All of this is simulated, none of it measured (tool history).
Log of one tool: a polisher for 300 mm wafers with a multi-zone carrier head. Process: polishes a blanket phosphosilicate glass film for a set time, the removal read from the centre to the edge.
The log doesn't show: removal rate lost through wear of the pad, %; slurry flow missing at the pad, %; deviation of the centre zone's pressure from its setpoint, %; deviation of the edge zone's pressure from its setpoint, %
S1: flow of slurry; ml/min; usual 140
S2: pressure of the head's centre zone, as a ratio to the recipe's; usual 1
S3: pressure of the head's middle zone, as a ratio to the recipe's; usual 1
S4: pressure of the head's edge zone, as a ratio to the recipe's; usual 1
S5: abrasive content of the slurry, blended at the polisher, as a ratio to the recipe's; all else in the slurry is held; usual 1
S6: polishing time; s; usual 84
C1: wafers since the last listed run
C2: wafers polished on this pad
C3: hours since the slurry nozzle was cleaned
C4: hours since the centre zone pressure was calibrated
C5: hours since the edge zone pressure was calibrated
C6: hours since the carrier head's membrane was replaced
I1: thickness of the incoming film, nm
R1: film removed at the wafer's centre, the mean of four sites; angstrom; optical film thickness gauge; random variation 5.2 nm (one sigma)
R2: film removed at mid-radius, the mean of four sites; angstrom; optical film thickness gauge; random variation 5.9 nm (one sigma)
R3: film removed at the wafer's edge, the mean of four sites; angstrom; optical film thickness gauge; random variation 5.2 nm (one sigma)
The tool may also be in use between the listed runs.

| run | day | S1 | S2 | S3 | S4 | S5 | S6 | C1 | C2 | C3 | C4 | C5 | C6 | I1 | R1 | R2 | R3 |
|---|---|---|---|---|---|---|---|---|---|---|---|---|---|---|---|---|---|
| 1 | 0 | 140 | 1 | 0.93 | 1 | 1 | 84 | 0 | 444 | 738.4 | 186.9 | 50 | 1133.5 | 4582.3 | 4858 | 4633 | 4679 |
| 2 | 2.742 | 140 | 1 | 0.93 | 1 | 1 | 84 | 511 | 955 | 804.2 | 252.7 | 115.8 | 1199.3 | 4410.1 | 4912 | 4604 | 4664 |
|  | 6.025 | slurry nozzle cleaned |
| 3 | 6.758 | 140 | 1 | 0.94 | 1 | 1 | 84 | 740 | 1696 | 17.6 | 349.1 | 212.2 | 1295.7 | 4602.4 | 4628 | 4428 | 4411 |
|  | 7.262 | worn pad replaced by a new one |
| 4 | 8.525 | 140 | 1 | 0.94 | 1 | 1 | 84 | 298 | 235 | 60 | 391.5 | 254.6 | 1338.1 | 4469.3 | 4954 | 4656 | 4782 |
|  | 9.3 | centre zone pressure recalibrated |
| 5 | 11.2 | 140 | 1 | 1 | 1 | 0.8 | 84 | 483 | 718 | 124.2 | 45.6 | 318.8 | 1402.3 | 4398.1 | 4408 | 4234 | 4183 |
| 6 | 12.9 | 140 | 1 | 1 | 1 | 0.8 | 84 | 316 | 1035 | 165 | 86.4 | 359.6 | 1443.1 | 4496.1 | 4347 | 4186 | 4172 |
| 7 | 14.9 | 140 | 1 | 1 | 1 | 1 | 84 | 372 | 1408 | 213 | 134.4 | 407.6 | 1491.1 | 4467.5 | 4735 | 4649 | 4481 |
|  | 16.625 | worn pad replaced by a new one |
|  | 17.308 | carrier head's membrane replaced by a new one |
| 8 | 17.871 | 140 | 1 | 1 | 1.05 | 1 | 84 | 483 | 193 | 284.3 | 205.7 | 478.9 | 13.5 | 4499.8 | 4913 | 4829 | 4904 |
| 9 | 20.079 | 140 | 1 | 1 | 1 | 1 | 84 | 411 | 605 | 337.3 | 258.7 | 531.9 | 66.5 | 4539.4 | 4816 | 4767 | 4617 |
| 10 | 21.546 | 140 | 1 | 1 | 1 | 1 | 84 | 273 | 878 | 372.5 | 293.9 | 567.1 | 101.7 | 4454.6 | 4808 | 4656 | 4683 |
| 11 | 24.221 | 95 | 0.93 | 1 | 1 | 1 | 92 | 498 | 1377 | 436.7 | 358.1 | 631.3 | 165.9 | 4476.3 | 4302 | 4545 | 4583 |
|  | 25.367 | edge zone pressure recalibrated |
|  | 25.433 | centre zone pressure recalibrated |
| 12 | 26 | 170 | 1.06 | 1 | 1 | 1 | 84 | 303 | 1680 | 479.4 | 13.6 | 15.2 | 208.6 | 4472.9 | 5228 | 4726 | 4509 |
|  | 26.633 | worn pad replaced by a new one |
| 13 | 28.425 | 140 | 1 | 1 | 1 | 1 | 97 | 420 | 333 | 537.6 | 71.8 | 73.4 | 266.8 | 4479.1 | 5705 | 5431 | 5389 |
| 14 | 29.625 | 140 | 1 | 1 | 1 | 1 | 68 | 223 | 557 | 566.4 | 100.6 | 102.2 | 295.6 | 4508.9 | 3988 | 3944 | 3754 |
| 15 | 32.283 | 140 | 1.07 | 1.08 | 1 | 0.9 | 84 | 495 | 1053 | 630.2 | 164.4 | 166 | 359.4 | 4512.6 | 4899 | 4728 | 4383 |
| 16 | 34.046 | 170 | 1.06 | 1 | 1 | 1 | 84 | 328 | 1381 | 672.5 | 206.7 | 208.3 | 401.7 | 4521 | 5214 | 4849 | 4604 |
| 17 | 35.862 | 140 | 1 | 1 | 1 | 1 | 84 | 338 | 1720 | 716.1 | 250.3 | 251.9 | 445.3 | 4429.9 | 4613 | 4589 | 4474 |
|  | 36.529 | worn pad replaced by a new one |
|  | 36.896 | slurry nozzle cleaned |
| 18 | 37.083 | 140 | 1.08 | 1 | 1.1 | 1 | 84 | 188 | 95 | 4.5 | 279.6 | 281.2 | 474.6 | 4588.9 | 5329 | 4836 | 4980 |
| 19 | 39.612 | 140 | 1 | 1 | 1.08 | 1 | 84 | 471 | 566 | 65.2 | 340.3 | 341.9 | 535.3 | 4425.9 | 4801 | 4923 | 4904 |
| 20 | 41.158 | 140 | 1 | 1.09 | 1 | 1 | 106 | 288 | 854 | 102.3 | 377.4 | 379 | 572.4 | 4446.4 | 6182 | 6359 | 5865 |

Forecast each of these 5 alternatives for the next run:
| A | 41.175 | 140 | 1 | 1 | 1 | 1 | 84 | 3 | 858 | 102.7 | 377.8 | 379.4 | 572.8 | 4423.3 | ? | ? | ? |
| B | 41.175 | 140 | 1 | 1 | 1 | 1.3 | 84 | 3 | 858 | 102.7 | 377.8 | 379.4 | 572.8 | 4423.3 | ? | ? | ? |
| C | 41.175 | 140 | 1 | 1 | 1 | 1 | 104 | 3 | 858 | 102.7 | 377.8 | 379.4 | 572.8 | 4423.3 | ? | ? | ? |
| D | 41.175 | 140 | 1.03 | 1 | 1 | 1.25 | 84 | 3 | 858 | 102.7 | 377.8 | 379.4 | 572.8 | 4423.3 | ? | ? | ? |
| E | 41.175 | 140 | 1.06 | 1 | 0.9 | 1.2 | 84 | 3 | 858 | 102.7 | 377.8 | 379.4 | 572.8 | 4423.3 | ? | ? | ? |

| run | R1 | R2 | R3 |
|---|---|---|---|
| A | 4933 | 4704 | 4652 |
| B | 5546 | 5288 | 5230 |
| C | 6108 | 5824 | 5760 |
| D | 5604 | 5202 | 5146 |
| E | 5651 | 5113 | 4836 |
Without the tool's hidden state the same runs would have given:
| run | R1 | R2 | R3 |
|---|---|---|---|
| A | 5003 | 4770 | 4718 |
| B | 5624 | 5362 | 5303 |
| C | 6194 | 5906 | 5841 |
| D | 5682 | 5275 | 5218 |
| E | 5731 | 5185 | 4904 |
